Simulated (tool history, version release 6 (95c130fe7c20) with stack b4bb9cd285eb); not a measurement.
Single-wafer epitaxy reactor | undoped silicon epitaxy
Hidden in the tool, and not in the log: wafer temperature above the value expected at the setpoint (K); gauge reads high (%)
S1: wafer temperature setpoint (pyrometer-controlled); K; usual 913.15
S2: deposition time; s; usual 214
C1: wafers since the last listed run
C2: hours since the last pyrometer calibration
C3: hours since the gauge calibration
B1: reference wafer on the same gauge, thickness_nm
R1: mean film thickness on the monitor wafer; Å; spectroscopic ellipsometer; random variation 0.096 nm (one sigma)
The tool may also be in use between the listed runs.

run,hour,S1,S2,C1,C2,C3,B1,R1
1,0,913.15,214,0,1361.7,693.8,26.727,268.07
# hour 28.5: gauge calibrated
2,41.9,913.15,214,237,1403.6,13.4,26.674,265.77
3,105.8,913.15,214,362,1467.5,77.3,26.689,265.97
4,169.9,913.15,214,363,1531.6,141.4,26.68,265.72
5,218.6,913.15,214,276,1580.3,190.1,26.733,262.54
6,270.2,913.15,214,292,1631.9,241.7,26.711,264.24
7,319.4,913.15,214,279,1681.1,290.9,26.691,264.09
8,367.1,913.15,214,270,1728.8,338.6,26.684,264.34
9,414.4,900.15,251,268,1776.1,385.9,26.681,229.64
10,477.8,928.15,234,359,1839.5,449.3,26.721,401.1
# hour 489.9: pyrometer calibrated
11,502,913.15,214,91,12.1,473.5,26.665,279.14
12,558.9,913.15,214,322,69,530.4,26.676,277.15
13,610.8,913.15,253,294,120.9,582.3,26.749,326.89
# hour 745.5: gauge calibrated
14,763.6,898.15,230,867,273.7,18.1,26.677,211.66
15,830.5,905.15,228,379,340.6,85,26.711,245.84
16,894.1,913.15,193,361,404.2,148.6,26.694,248.13
17,945.4,905.15,249,291,455.5,199.9,26.701,268.05

Forecast each of these 3 alternatives for the next run:
A,945.9,913.15,214,2,456,200.4,?,?
B,945.9,901.15,239,2,456,200.4,?,?
C,945.9,906.15,194,2,456,200.4,?,?

run,B1,R1
A,26.668,275.13
B,26.668,233.58
C,26.668,212.74
Without the tool's hidden state the same runs would have given:
run,R1
A,276.54
B,234.8
C,213.84

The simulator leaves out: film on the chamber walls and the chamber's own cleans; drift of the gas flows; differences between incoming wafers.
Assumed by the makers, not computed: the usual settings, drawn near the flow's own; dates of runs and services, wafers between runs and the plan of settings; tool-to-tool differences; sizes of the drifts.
